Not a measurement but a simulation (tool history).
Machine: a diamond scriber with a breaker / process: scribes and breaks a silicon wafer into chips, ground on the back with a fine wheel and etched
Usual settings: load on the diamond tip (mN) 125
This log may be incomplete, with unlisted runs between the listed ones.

| run | hour | load on the diamond tip (mN) | wafers since the last listed run | hours since the diamond tip was replaced | hours since the load on the tip was calibrated | incoming depth of the damage left on the back of the incoming wafer, um | depth of the median crack under the scribed line (nm) | chips rejected at inspection after the break (%) |
|---|---|---|---|---|---|---|---|---|
| 1 | 0 | 103 | 0 | 20.6 | 930 | 0.48 | 8290 | 4.09 |
| 2 | 105 | 103 | 379 | 125.6 | 1035 | 0.67 | 8420 | 4.08 |
| 3 | 167.7 | 151 | 226 | 188.3 | 1097.7 | 0.46 | 11050 | 4.19 |
|  | 208.2 | load on the tip recalibrated |
| 4 | 250.9 | 111 | 293 | 271.5 | 42.7 | 0.45 | 8670 | 2.32 |
| 5 | 342.5 | 125 | 331 | 363.1 | 134.3 | 0.71 | 9610 | 1.27 |
| 6 | 449.7 | 125 | 387 | 470.3 | 241.5 | 0.57 | 9500 | 1.35 |
|  | 500.6 | diamond tip replaced by a new one |
| 7 | 541.6 | 154 | 325 | 41 | 333.4 | 0.61 | 10810 | 4.61 |
| 8 | 582 | 154 | 146 | 81.4 | 373.8 | 0.75 | 11120 | 4.63 |
| 9 | 669.1 | 115 | 315 | 168.5 | 460.9 | 0.68 | 9090 | 1.85 |
| 10 | 775.8 | 115 | 386 | 275.2 | 567.6 | 0.68 | 9190 | 1.76 |
| 11 | 823.2 | 95 | 171 | 322.6 | 615 | 0.73 | 7930 | 6.75 |
| 12 | 926.8 | 125 | 374 | 426.2 | 718.6 | 0.72 | 9610 | 1.45 |
|  | 982.1 | diamond tip replaced by a new one |
| 13 | 1027.4 | 125 | 356 | 45.3 | 819.2 | 0.77 | 9500 | 1.33 |
| 14 | 1083.2 | 102 | 201 | 101.1 | 875 | 0.35 | 8320 | 4.41 |
| 15 | 1136 | 125 | 191 | 153.9 | 927.8 | 0.75 | 9730 | 1.35 |
|  | 1376.1 | load on the tip recalibrated |
| 16 | 1405 | 125 | 966 | 422.9 | 28.9 | 0.43 | 9530 | 1.28 |
| 17 | 1481.6 | 104 | 277 | 499.5 | 105.5 | 0.64 | 8360 | 4.09 |
|  | 1569.4 | diamond tip replaced by a new one |
| 18 | 1570.8 | 113 | 315 | 1.4 | 194.7 | 0.51 | 8820 | 1.99 |
| 19 | 1627 | 89 | 203 | 57.6 | 250.9 | 0.42 | 7590 | 9.75 |
| 20 | 1703.9 | 109 | 278 | 134.5 | 327.8 | 0.77 | 8810 | 2.71 |
| 21 | 1796.8 | 101 | 336 | 227.4 | 420.7 | 0.42 | 8260 | 4.75 |
|  | 2099.8 | diamond tip replaced by a new one |
| 22 | 2100.3 | 96 | 1090 | 0.5 | 724.2 | 0.78 | 7960 | 7.02 |
| 23 | 2161.9 | 140 | 222 | 62.1 | 785.8 | 0.59 | 10560 | 2.4 |
| 24 | 2221.2 | 107 | 214 | 121.4 | 845.1 | 0.33 | 8640 | 3.28 |
| 25 | 2323.1 | 104 | 368 | 223.3 | 947 | 0.49 | 8380 | 3.71 |
| 26 | 2405.9 | 162 | 299 | 306.1 | 1029.8 | 0.47 | 11590 | 6.28 |
| 27 | 2469.8 | 146 | 231 | 370 | 1093.7 | 0.71 | 10630 | 3.2 |
|  | 2509.5 | load on the tip recalibrated |
| 28 | 2514.5 | 125 | 154 | 414.7 | 5 | 0.39 | 9670 | 1.26 |
| 29 | 2595.9 | 160 | 294 | 496.1 | 86.4 | 0.51 | 11390 | 6.06 |
|  | 2632.5 | diamond tip replaced by a new one |
| 30 | 2680.8 | 94 | 299 | 48.3 | 171.3 | 0.54 | 7890 | 7.02 |
| 31 | 2718.5 | 125 | 136 | 86 | 209 | 0.32 | 9590 | 1.29 |
| 32 | 2814.5 | 114 | 347 | 182 | 305 | 0.58 | 9030 | 1.96 |

For each entry between runs, how does the tool's hidden state at the last listed run before it compare with that at the first listed run after it?
Logged between run 3 and run 4: load on the tip recalibrated (hour 208.2)
  both runs share identical hidden conditions
Logged between run 6 and run 7: diamond tip replaced by a new one (hour 500.6)
  both runs share identical hidden conditions
Logged between run 12 and run 13: diamond tip replaced by a new one (hour 982.1)
  both runs share identical hidden conditions
Logged between run 15 and run 16: load on the tip recalibrated (hour 1376.1)
  both runs share identical hidden conditions
Logged between run 17 and run 18: diamond tip replaced by a new one (hour 1569.4)
  both runs share identical hidden conditions
Logged between run 21 and run 22: diamond tip replaced by a new one (hour 2099.8)
  both runs share identical hidden conditions
Logged between run 27 and run 28: load on the tip recalibrated (hour 2509.5)
  both runs share identical hidden conditions
Logged between run 29 and run 30: diamond tip replaced by a new one (hour 2632.5)
  both runs share identical hidden conditions
